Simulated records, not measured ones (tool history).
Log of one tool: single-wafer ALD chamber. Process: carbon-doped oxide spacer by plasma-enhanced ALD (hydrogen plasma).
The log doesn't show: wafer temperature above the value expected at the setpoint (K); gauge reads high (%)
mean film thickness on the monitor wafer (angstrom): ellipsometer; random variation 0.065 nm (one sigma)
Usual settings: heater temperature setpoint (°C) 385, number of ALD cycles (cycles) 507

run	hour	heater temperature setpoint (°C)	number of ALD cycles (cycles)	wafers since the last listed run	hours since the last thermocouple change	hours since the gauge calibration	read-back reference wafer on the same gauge, thickness_nm	mean film thickness on the monitor wafer (angstrom)
1	0	385	507	0	741.3	658.3	29.945	257.9
2	33.1	385	507	32	774.4	691.4	29.908	256.82
3	57.4	385	507	24	798.7	715.7	29.913	257.01
4	85.5	385	507	27	826.8	743.8	29.889	256.91
5	112.2	385	507	26	853.5	770.5	29.864	257.78
6	125.5	385	507	13	866.8	783.8	29.811	256.32
7	216.6	385	507	90	957.9	874.9	29.723	256.49
8	249.8	385	507	32	991.1	908.1	29.686	255.87
9	275.8	385	507	25	1017.1	934.1	29.625	255.86
10	292.9	385	507	16	1034.2	951.2	29.646	255.12
11	309.2	385	507	16	1050.5	967.5	29.61	254.11
12	333.9	385	507	24	1075.2	992.2	29.549	255.98
13	356.9	396	564	22	1098.2	1015.2	29.523	283.85
14	376.6	396	564	19	1117.9	1034.9	29.544	282.67
15	411.9	380	507	34	1153.2	1070.2	29.476	253.71
16	441.6	380	507	29	1182.9	1099.9	29.418	253.78
# hour 446.9: gauge calibrated
17	467.6	380	507	25	1208.9	20.7	30.174	260.49
18	485.9	379	465	18	1227.2	39	30.214	239.09
19	509.4	398	507	23	1250.7	62.5	30.213	259.92
20	524.5	385	507	14	1265.8	77.6	30.228	260.19
# hour 541.6: thermocouple changed; heater temperature recalibrated
21	552.4	385	607	19	10.8	105.5	30.19	309.69
22	582	385	507	29	40.4	135.1	30.196	259.65
23	604.7	400	567	22	63.1	157.8	30.185	291
24	617.7	395	461	12	76.1	170.8	30.201	236.64
25	647.3	379	457	29	105.7	200.4	30.221	235.67
26	680.5	374	565	32	138.9	233.6	30.17	289.68
27	704.1	389	541	23	162.5	257.2	30.198	278.57
28	739.6	373	572	35	198	292.7	30.129	292.88
29	752.8	393	410	13	211.2	305.9	30.162	208.87
30	800.7	380	507	47	259.1	353.8	30.099	259.98
31	819.6	391	417	18	278	372.7	30.123	213.58
32	843.8	370	438	23	302.2	396.9	30.123	224.1
33	866.1	372	469	22	324.5	419.2	30.082	240.16
34	891.4	393	468	25	349.8	444.5	30.102	238.59
35	905.7	391	417	14	364.1	458.8	30.083	212.47
36	926	390	507	20	384.4	479.1	30.009	257.88

3 ways to go on from here, each from the tool as it stands after run 36. What would each give?
A	927.2	385	507	1	385.6	480.3	?	?
B	927.2	392	406	1	385.6	480.3	?	?
C	927.2	397	507	1	385.6	480.3	?	?

run	read-back reference wafer on the same gauge, thickness_nm	mean film thickness on the monitor wafer (angstrom)
A	30.031	259.47
B	30.031	207.78
C	30.031	259.47
Without the tool's hidden state the same runs would have given:
run	mean film thickness on the monitor wafer (angstrom)
A	260.73
B	208.79
C	260.73

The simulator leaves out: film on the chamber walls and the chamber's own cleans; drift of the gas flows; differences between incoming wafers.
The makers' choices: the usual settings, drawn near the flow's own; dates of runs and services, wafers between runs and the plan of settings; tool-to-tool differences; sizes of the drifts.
